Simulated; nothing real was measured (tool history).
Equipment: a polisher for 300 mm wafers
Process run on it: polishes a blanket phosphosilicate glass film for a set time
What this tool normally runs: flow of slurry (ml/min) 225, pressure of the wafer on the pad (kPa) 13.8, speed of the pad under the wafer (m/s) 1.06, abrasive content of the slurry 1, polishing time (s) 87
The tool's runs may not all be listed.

| run | day | flow of slurry (ml/min) | pressure of the wafer on the pad (kPa) | speed of the pad under the wafer (m/s) | abrasive content of the slurry | polishing time (s) | wafers since the last listed run | wafers polished on this pad | hours since the slurry nozzle was cleaned | hours since the head pressure was calibrated | hours since the slurry blender was calibrated | hours since the conditioning disc was replaced | incoming thickness of the incoming film, nm | film removed (angstrom) |
|---|---|---|---|---|---|---|---|---|---|---|---|---|---|---|
| 1 | 0 | 225 | 13.8 | 1.06 | 1.2 | 87 | 0 | 4885 | 6.8 | 505 | 66.8 | 577.3 | 4173.8 | 5244 |
|  | 0.262 | conditioning disc replaced and pad reconditioned |
| 2 | 1.854 | 225 | 13.8 | 1.06 | 1.2 | 87 | 393 | 5278 | 51.3 | 549.5 | 111.3 | 38.2 | 4128.9 | 5241 |
|  | 4.412 | worn pad replaced by a new one |
| 3 | 5.696 | 225 | 13.8 | 0.78 | 1 | 87 | 816 | 284 | 143.5 | 641.7 | 203.5 | 130.4 | 4182 | 3946 |
| 4 | 7.542 | 225 | 13.8 | 0.78 | 1 | 87 | 410 | 694 | 187.8 | 686 | 247.8 | 174.7 | 4121.5 | 3915 |
| 5 | 10.05 | 225 | 13.8 | 0.78 | 1 | 87 | 557 | 1252 | 248 | 746.2 | 308 | 234.9 | 4184.8 | 3913 |
| 6 | 13.362 | 225 | 10.3 | 1.06 | 1 | 87 | 736 | 1988 | 327.5 | 825.7 | 387.5 | 314.4 | 4248.8 | 3686 |
|  | 23.571 | slurry blender recalibrated |
| 7 | 24.033 | 160 | 10.3 | 1.06 | 1 | 61 | 2352 | 4340 | 583.6 | 1081.8 | 11.1 | 570.5 | 4264.1 | 2370 |
|  | 25.862 | conditioning disc replaced and pad reconditioned |
| 8 | 26.592 | 225 | 9.7 | 1.06 | 0.75 | 79 | 549 | 4890 | 645 | 1143.2 | 72.5 | 17.5 | 4159.7 | 2698 |
|  | 28.625 | slurry nozzle cleaned |
|  | 30.183 | worn pad replaced by a new one |
| 9 | 30.562 | 225 | 13.8 | 1.06 | 1 | 87 | 835 | 83 | 46.5 | 1238.5 | 167.8 | 112.8 | 4244.3 | 4974 |
| 10 | 32.754 | 225 | 13.8 | 1.06 | 1 | 74 | 486 | 570 | 99.1 | 1291.1 | 220.4 | 165.4 | 4122.5 | 4206 |
|  | 34.654 | head pressure recalibrated |
| 11 | 37.25 | 225 | 13.8 | 1.06 | 1 | 87 | 980 | 1551 | 207 | 62.3 | 328.3 | 273.3 | 4189 | 4984 |
| 12 | 40.075 | 225 | 13.8 | 1.06 | 1 | 87 | 627 | 2178 | 274.8 | 130.1 | 396.1 | 341.1 | 4191 | 4936 |
| 13 | 42.862 | 225 | 13.8 | 0.72 | 1.2 | 104 | 619 | 2798 | 341.7 | 197 | 463 | 408 | 4252 | 4517 |
| 14 | 46.362 | 225 | 13.8 | 0.84 | 0.9 | 87 | 777 | 3575 | 425.7 | 281 | 547 | 492 | 4275.8 | 3917 |
|  | 49.621 | slurry blender recalibrated |
|  | 50.742 | slurry nozzle cleaned |
|  | 53.246 | worn pad replaced by a new one |
|  | 54.075 | conditioning disc replaced and pad reconditioned |
| 15 | 57.967 | 195 | 13.8 | 0.92 | 1 | 87 | 2495 | 1030 | 173.4 | 559.5 | 200.3 | 93.4 | 4210.7 | 4387 |
| 16 | 60.338 | 285 | 13.8 | 1.06 | 1.15 | 66 | 526 | 1557 | 230.3 | 616.4 | 257.2 | 150.3 | 4143.2 | 3931 |
| 17 | 64.338 | 225 | 13.8 | 1.06 | 1 | 98 | 888 | 2446 | 326.3 | 712.4 | 353.2 | 246.3 | 4171.9 | 5510 |
| 18 | 68.667 | 225 | 13.8 | 1.06 | 1 | 107 | 961 | 3408 | 430.2 | 816.3 | 457.1 | 350.2 | 4220.2 | 5927 |
| 19 | 70.462 | 225 | 13.8 | 0.68 | 1 | 65 | 399 | 3807 | 473.3 | 859.4 | 500.2 | 393.3 | 4199.2 | 2563 |
| 20 | 72.717 | 295 | 17.9 | 1.06 | 0.9 | 114 | 500 | 4307 | 527.4 | 913.5 | 554.3 | 447.4 | 4153.4 | 8147 |
| 21 | 74.979 | 295 | 9.7 | 1.16 | 1.15 | 87 | 502 | 4810 | 581.7 | 967.8 | 608.6 | 501.7 | 4121.2 | 3824 |
|  | 75.367 | slurry nozzle cleaned |
|  | 76.367 | slurry blender recalibrated |
|  | 76.721 | worn pad replaced by a new one |
| 22 | 76.733 | 300 | 12.4 | 1.06 | 1 | 87 | 324 | 3 | 32.8 | 1009.9 | 8.8 | 543.8 | 4164.2 | 4659 |
|  | 77.604 | conditioning disc replaced and pad reconditioned |
| 23 | 78.854 | 225 | 13.8 | 1.06 | 0.8 | 87 | 452 | 455 | 83.7 | 1060.8 | 59.7 | 30 | 4268.5 | 4628 |
| 24 | 82.717 | 225 | 13.8 | 1.06 | 1 | 87 | 858 | 1314 | 176.4 | 1153.5 | 152.4 | 122.7 | 4140.2 | 4950 |
| 25 | 84.562 | 225 | 15.9 | 0.88 | 0.85 | 87 | 410 | 1724 | 220.7 | 1197.8 | 196.7 | 167 | 4263.5 | 4624 |
|  | 85.346 | head pressure recalibrated |
| 26 | 88.321 | 225 | 18.6 | 1.42 | 1 | 87 | 816 | 2540 | 310.9 | 71.4 | 286.9 | 257.2 | 4145.6 | 8246 |

3 options for the next run, each taken on its own from the tool as it stands now. Forecast them:
| A | 88.342 | 225 | 15.9 | 1.06 | 1 | 87 | 4 | 2545 | 311.4 | 71.9 | 287.4 | 257.7 | 4229.3 | ? |
| B | 88.342 | 225 | 16.5 | 1.06 | 1.15 | 87 | 4 | 2545 | 311.4 | 71.9 | 287.4 | 257.7 | 4229.3 | ? |
| C | 88.342 | 225 | 13.8 | 0.7 | 1.15 | 87 | 4 | 2545 | 311.4 | 71.9 | 287.4 | 257.7 | 4229.3 | ? |

| run | film removed (angstrom) |
|---|---|
| A | 5667 |
| B | 6158 |
| C | 3751 |
Take away the tool's hidden state, keep each run's random variation, and the runs would have read:
| run | film removed (angstrom) |
|---|---|
| A | 5751 |
| B | 6248 |
| C | 3806 |

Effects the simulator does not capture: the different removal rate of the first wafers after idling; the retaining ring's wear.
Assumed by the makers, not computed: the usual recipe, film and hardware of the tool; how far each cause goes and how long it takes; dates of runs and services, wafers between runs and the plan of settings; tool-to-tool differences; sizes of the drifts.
